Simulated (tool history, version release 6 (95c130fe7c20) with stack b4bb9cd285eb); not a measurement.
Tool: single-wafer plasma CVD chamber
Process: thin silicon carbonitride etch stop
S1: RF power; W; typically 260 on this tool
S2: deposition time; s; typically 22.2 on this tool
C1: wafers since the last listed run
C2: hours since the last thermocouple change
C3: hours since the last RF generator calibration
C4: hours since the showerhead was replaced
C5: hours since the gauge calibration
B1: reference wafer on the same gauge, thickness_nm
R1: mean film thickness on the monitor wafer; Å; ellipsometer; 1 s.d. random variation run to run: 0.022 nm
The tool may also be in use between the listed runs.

run	day	S1	S2	C1	C2	C3	C4	C5	B1	R1
1	0.000	260	22.2	0	902.3	1933.3	6402.4	552.5	14.502	141.13
2	1.454	260	22.2	526	937.2	1968.2	6437.3	587.4	14.504	141.03
3	2.188	260	22.2	265	954.8	1985.8	6454.9	605.0	14.494	141.02
4	3.583	260	22.2	505	988.3	2019.3	6488.4	638.5	14.501	141.49
5	4.667	260	22.2	392	1014.3	2045.3	6514.4	664.5	14.496	140.89
6	6.788	260	22.2	767	1065.2	2096.2	6565.3	715.4	14.500	140.81
7	7.412	295	24.2	226	1080.2	2111.2	6580.3	730.4	14.503	158.75
8	8.746	260	22.2	482	1112.2	2143.2	6612.3	762.4	14.496	140.89
9	9.929	260	22.2	428	1140.6	2171.6	6640.7	790.8	14.504	140.77
10	11.358	260	22.2	517	1174.9	2205.9	6675.0	825.1	14.498	140.44
# day 11.708: gauge calibrated
11	12.242	260	22.2	319	1196.1	2227.1	6696.2	12.8	14.500	140.60
12	12.808	260	22.2	205	1209.7	2240.7	6709.8	26.4	14.501	140.22
13	14.012	260	24.8	435	1238.6	2269.6	6738.7	55.3	14.503	157.07
14	15.400	260	22.2	502	1271.9	2302.9	6772.0	88.6	14.500	140.12
# day 16.408: RF generator calibrated
15	16.429	275	18.2	251	1296.6	0.5	6796.7	113.3	14.493	119.14
16	17.100	230	20.5	242	1312.7	16.6	6812.8	129.4	14.491	128.33
17	17.779	240	25.1	245	1329.0	32.9	6829.1	145.7	14.494	158.69
18	18.758	260	22.2	354	1352.5	56.4	6852.6	169.2	14.503	143.48
# day 20.746: showerhead replaced
# day 21.600: thermocouple changed; heater temperature recalibrated
19	21.621	260	19.7	794	0.5	125.1	21.0	237.9	14.497	127.30
20	22.308	260	22.2	248	17.0	141.6	37.5	254.4	14.501	143.39
21	26.408	240	24.4	1484	115.4	240.0	135.9	352.8	14.497	154.41
22	27.375	220	19.4	349	138.6	263.2	159.1	376.0	14.499	119.51
23	28.071	260	22.2	251	155.3	279.9	175.8	392.7	14.499	143.40
24	28.592	280	25.3	188	167.8	292.4	188.3	405.2	14.500	166.69
25	29.246	220	23.4	236	183.5	308.1	204.0	420.9	14.498	144.19

Consider 4 possible next runs. They are alternatives, not a sequence: every one starts from the tool as it was left by run 25. What does each give?
A	29.262	260	18.6	6	183.9	308.5	204.4	421.3	?	?
B	29.262	260	19.4	6	183.9	308.5	204.4	421.3	?	?
C	29.262	275	19.2	6	183.9	308.5	204.4	421.3	?	?
D	29.262	275	20.5	6	183.9	308.5	204.4	421.3	?	?

run	B1	R1
A	14.502	120.38
B	14.502	125.56
C	14.502	126.19
D	14.502	134.74
With the hidden condition removed and each run's random variation left untouched, the same runs would have given:
run	R1
A	120.81
B	126.00
C	126.64
D	135.21

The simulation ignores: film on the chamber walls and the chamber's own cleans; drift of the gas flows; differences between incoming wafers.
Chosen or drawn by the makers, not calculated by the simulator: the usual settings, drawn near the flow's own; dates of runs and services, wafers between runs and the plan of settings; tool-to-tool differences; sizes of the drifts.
